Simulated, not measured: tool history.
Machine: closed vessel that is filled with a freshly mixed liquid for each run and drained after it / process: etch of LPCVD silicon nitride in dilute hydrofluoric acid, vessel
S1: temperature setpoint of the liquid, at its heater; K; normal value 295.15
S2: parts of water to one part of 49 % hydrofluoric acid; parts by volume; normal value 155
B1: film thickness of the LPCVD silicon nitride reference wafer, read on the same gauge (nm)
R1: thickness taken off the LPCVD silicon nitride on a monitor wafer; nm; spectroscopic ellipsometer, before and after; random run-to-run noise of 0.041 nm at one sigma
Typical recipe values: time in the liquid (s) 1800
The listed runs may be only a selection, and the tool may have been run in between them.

run 1 day=0.000 | S1=295.15 S2=155 time_in_the_liquid_(s)=1800 | B1=100.031 | R1=5.408
-- day=0.962 hydrofluoric acid flow meter replaced
run 2 day=1.783 | S1=295.15 S2=155 time_in_the_liquid_(s)=1800 | B1=100.048 | R1=4.769
run 3 day=3.458 | S1=295.15 S2=155 time_in_the_liquid_(s)=1800 | B1=100.043 | R1=4.803
run 4 day=5.717 | S1=295.15 S2=155 time_in_the_liquid_(s)=1800 | B1=100.049 | R1=4.885
run 5 day=7.004 | S1=295.15 S2=155 time_in_the_liquid_(s)=1800 | B1=100.033 | R1=4.967
run 6 day=9.112 | S1=295.15 S2=205 time_in_the_liquid_(s)=1800 | B1=99.931 | R1=3.712
run 7 day=10.529 | S1=295.15 S2=205 time_in_the_liquid_(s)=1800 | B1=100.011 | R1=3.767
run 8 day=13.133 | S1=295.15 S2=95 time_in_the_liquid_(s)=1800 | B1=100.026 | R1=8.060
run 9 day=14.962 | S1=295.15 S2=155 time_in_the_liquid_(s)=1800 | B1=100.011 | R1=5.018
run 10 day=19.475 | S1=295.15 S2=155 time_in_the_liquid_(s)=1800 | B1=99.954 | R1=5.020
run 11 day=21.604 | S1=295.15 S2=155 time_in_the_liquid_(s)=1800 | B1=100.054 | R1=5.091
-- day=23.371 gauge calibrated
-- day=23.658 thermometer replaced
run 12 day=23.679 | S1=295.15 S2=155 time_in_the_liquid_(s)=1800 | B1=99.971 | R1=5.061
run 13 day=26.271 | S1=295.15 S2=155 time_in_the_liquid_(s)=1800 | B1=99.966 | R1=5.162
run 14 day=29.762 | S1=295.15 S2=155 time_in_the_liquid_(s)=1800 | B1=99.974 | R1=5.179
-- day=30.954 hydrofluoric acid flow meter replaced
run 15 day=32.479 | S1=295.15 S2=155 time_in_the_liquid_(s)=1800 | B1=100.007 | R1=4.877
run 16 day=34.142 | S1=295.15 S2=155 time_in_the_liquid_(s)=1800 | B1=100.015 | R1=4.813
run 17 day=35.929 | S1=291.15 S2=135 time_in_the_liquid_(s)=1225 | B1=99.957 | R1=2.892
run 18 day=38.879 | S1=295.15 S2=155 time_in_the_liquid_(s)=1800 | B1=99.987 | R1=4.858
run 19 day=40.929 | S1=299.65 S2=90 time_in_the_liquid_(s)=1290 | B1=99.976 | R1=8.231
run 20 day=43.454 | S1=296.65 S2=95 time_in_the_liquid_(s)=1800 | B1=100.019 | R1=8.914
run 21 day=45.458 | S1=293.65 S2=80 time_in_the_liquid_(s)=2540 | B1=99.980 | R1=12.352
run 22 day=48.375 | S1=296.65 S2=155 time_in_the_liquid_(s)=1390 | B1=100.049 | R1=4.305

Run 23 comes next. What will it give?
run 23 day=50.862 | S1=300.15 S2=115 time_in_the_liquid_(s)=1265 | B1=? | R1=?

Run 23 measured B1 99.988, R1 6.584 nm.
With no hidden state in the tool, this same run would have given R1 6.224 nm.

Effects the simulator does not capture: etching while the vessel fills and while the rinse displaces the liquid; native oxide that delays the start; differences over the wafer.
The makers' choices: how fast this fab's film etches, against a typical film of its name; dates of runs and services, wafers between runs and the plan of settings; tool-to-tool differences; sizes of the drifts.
